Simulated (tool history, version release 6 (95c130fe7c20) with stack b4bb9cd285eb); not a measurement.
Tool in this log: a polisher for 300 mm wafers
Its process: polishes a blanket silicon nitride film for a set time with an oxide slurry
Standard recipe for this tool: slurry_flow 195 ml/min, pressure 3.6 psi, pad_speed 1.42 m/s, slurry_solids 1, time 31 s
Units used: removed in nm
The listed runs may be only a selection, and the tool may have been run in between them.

run    hour  slurry_flow  pressure  pad_speed  slurry_solids  time  wafers since the last listed run  wafers polished on this pad  hours since the slurry nozzle was cleaned  hours since the head pressure was calibrated  hours since the slurry blender was calibrated  hours since the conditioning disc was replaced  incoming thickness of the incoming film, nm  removed
  1       0          155       3.6       1.42              1    31                                 0                         5564                                      188.8                                         330.4                                          523.8                                           429.4                                        425.5     26.3
  2    55.3          155       3.6       1.42              1    31                               543                         6107                                      244.1                                         385.7                                          579.1                                           484.7                                        419.7     26.3
  3   118.7          195       3.6       1.42              1    31                               623                         6730                                      307.5                                         449.1                                          642.5                                           548.1                                        423.6     26.7
      145.3  -- worn pad replaced by a new one
      191.6  -- slurry blender recalibrated
      303.8  -- conditioning disc replaced and pad reconditioned
  4     406          195       3.6       1.42              1    31                              2745                         2522                                      594.8                                         736.4                                          214.4                                           102.2                                        420.7     26.7
  5   480.2          195       3.6       1.42            1.2    28                               729                         3252                                        669                                         810.6                                          288.6                                           176.4                                          414     25.3
      497.1  -- head pressure recalibrated
      560.8  -- slurry nozzle cleaned
  6   582.3          195       3.6       1.78              1    31                               974                         4226                                       21.5                                          85.2                                          390.7                                           278.5                                        424.2       31
  7   655.5          195       3.6       1.42              1    31                               719                         4945                                       94.7                                         158.4                                          463.9                                           351.7                                        411.3     27.5
  8   744.9          260       3.6       1.02            0.8    35                               878                         5824                                      184.1                                         247.8                                          553.3                                           441.1                                        415.3     23.8
      750.3  -- worn pad replaced by a new one
        825  -- slurry blender recalibrated
  9   849.2          235       2.8       1.42            0.9    24                               966                          952                                      288.4                                         352.1                                           24.2                                           545.4                                        412.5     15.9
 10   887.8          140       3.6       1.62              1    31                               379                         1332                                        327                                         390.7                                           62.8                                             584                                        418.6     27.6
 11   943.3          230       3.6       1.76              1    31                               545                         1877                                      382.5                                         446.2                                          118.3                                           639.5                                        422.1     30.2
      958.7  -- conditioning disc replaced and pad reconditioned
 12  1016.2          195       3.6       1.86           0.75    31                               696                         2574                                      455.4                                         519.1                                          191.2                                            57.5                                        425.7     28.2
 13  1095.6          195       3.6       1.42              1    31                               780                         3354                                      534.8                                         598.5                                          270.6                                           136.9                                        415.5     27.3
 14  1196.3          195       3.6       1.42              1    31                               989                         4344                                      635.5                                         699.2                                          371.3                                           237.6                                        428.1     26.2
 15  1269.4          155       3.9       1.66            0.8    31                               718                         5063                                      708.6                                         772.3                                          444.4                                           310.7                                        423.2     26.7
 16  1329.3          230         4       1.06              1    40                               588                         5651                                      768.5                                         832.2                                          504.3                                           370.6                                        422.5     31.8
       1331  -- slurry nozzle cleaned
     1405.5  -- head pressure recalibrated
     1433.3  -- slurry blender recalibrated
 17  1433.9          195       2.8       1.42              1    31                               978                         6630                                      102.9                                          28.4                                            0.6                                           475.2                                        413.2     21.2
     1506.5  -- worn pad replaced by a new one
 18  1529.5          250       3.6       1.92            1.1    35                               900                          226                                      198.5                                           124                                           96.2                                           570.8                                        418.7     38.2
     1574.8  -- conditioning disc replaced and pad reconditioned
 19  1595.9          195       4.9       1.74              1    23                               632                          859                                      264.9                                         190.4                                          162.6                                            21.1                                          422     30.3
 20  1637.7          195       3.6       1.24              1    26                               410                         1270                                      306.7                                         232.2                                          204.4                                            62.9                                        419.9       21
 21  1685.2          165       3.3       1.42            1.2    25                               466                         1736                                      354.2                                         279.7                                          251.9                                           110.4                                          424     21.6
 22  1785.5          150       3.6       1.42           0.85    31                               985                         2722                                      454.5                                           380                                          352.2                                           210.7                                        426.6     24.2
 23  1878.1          260       4.7       1.84              1    37                               910                         3632                                      547.1                                         472.6                                          444.8                                           303.3                                        415.4       49
 24  1930.7          230       3.1          1              1    39                               516                         4149                                      599.7                                         525.2                                          497.4                                           355.9                                        423.3     23.9
 25  2024.9          195       3.6       1.42              1    31                               925                         5075                                      693.9                                         619.4                                          591.6                                           450.1                                        418.2     25.7

Hidden state, per run?
removal rate lost through wear of the pad, %: 0 in every run
deviation of the head's pressure from its setpoint, %: 0 in every run
abrasive missing from the slurry, %: 0 in every run
H1: slurry flow missing at the pad, %
H2: time polished since the conditioner stopped cutting, s
run    H1    H2
  1  8.88  20.7
  2  10.8  25.7
  3  13.6  32.1
  4  34.1  5.77
  5  41.6  7.79
  6  2.52  12.3
  7  3.19  16.8
  8  5.17  23.8
  9  9.09  33.8
 10    11  38.1
 11  14.1  44.7
 12    19   1.9
 13  25.2   3.4
 14  34.6  7.09
 15  42.4    11
 16  49.4    15
 17  4.23  23.6
 18  6.52  33.4
 19  8.96   8.4
 20  10.9  8.75
 21  13.4  9.55
 22  19.8  12.7
 23  27.2  17.4
 24    32  20.7
 25  41.6  28.2
